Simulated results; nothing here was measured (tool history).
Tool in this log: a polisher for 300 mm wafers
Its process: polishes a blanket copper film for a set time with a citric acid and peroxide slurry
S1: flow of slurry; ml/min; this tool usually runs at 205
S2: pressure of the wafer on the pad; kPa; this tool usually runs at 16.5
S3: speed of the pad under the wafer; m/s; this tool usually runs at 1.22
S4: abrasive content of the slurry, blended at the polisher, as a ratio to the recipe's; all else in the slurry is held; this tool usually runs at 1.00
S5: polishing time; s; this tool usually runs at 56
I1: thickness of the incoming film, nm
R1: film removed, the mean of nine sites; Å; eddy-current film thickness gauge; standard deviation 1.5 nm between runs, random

run     day   S1    S2    S3    S4  S5     I1    R1
  1   0.000  205  16.5  1.22  1.00  56  933.8  1224
      0.192  -- slurry blender recalibrated
  2   2.488  205  16.5  1.22  1.00  56  946.4  1286
  3   5.958  205  20.0  1.22  1.00  45  946.1  1245
      7.204  -- worn pad replaced by a new one
  4  10.333  205  20.0  1.22  1.00  45  933.3  1261
     11.258  -- slurry nozzle cleaned
  5  11.912  205  20.0  1.22  1.00  45  943.0  1255
     14.371  -- slurry blender recalibrated
  6  15.496  155  16.5  1.22  1.00  56  930.0  1301
     17.596  -- worn pad replaced by a new one
  7  18.512  245  16.5  1.22  1.00  56  959.3  1380
  8  22.050  245  16.5  1.22  1.00  56  949.8  1350
     27.729  -- worn pad replaced by a new one
  9  28.738  140  16.5  1.22  1.00  56  934.8  1286
     31.083  -- slurry blender recalibrated
 10  31.683  205  13.8  1.48  0.85  49  948.8  1230
 11  35.542  205  16.5  1.22  1.00  61  922.9  1482
     36.967  -- worn pad replaced by a new one
     38.208  -- head pressure recalibrated
 12  39.838  145  14.5  1.22  1.00  56  935.3  1034
 13  41.571  230  16.5  0.90  1.00  56  939.9   932
     42.029  -- slurry nozzle cleaned
 14  45.879  205  13.8  1.22  1.00  56  940.7  1050
     46.467  -- worn pad replaced by a new one
     47.117  -- slurry blender recalibrated
 15  50.125  205  16.5  1.22  1.00  56  944.2  1331
 16  53.083  205  19.3  1.22  1.00  56  943.1  1556

Each row is a separate what-if for the run after 16, all from the same tool condition, not one after another. Results?
  A  53.100  205  16.5  1.22  1.00  56  934.9   ?
  B  53.100  205  20.0  0.96  1.15  56  934.9   ?
  C  53.100  205  12.4  0.86  1.00  72  934.9   ?

run    R1
  A  1310
  B  1267
  C   908
Had the tool no hidden state, the same runs would have come out as:
run    R1
  A  1262
  B  1221
  C   877
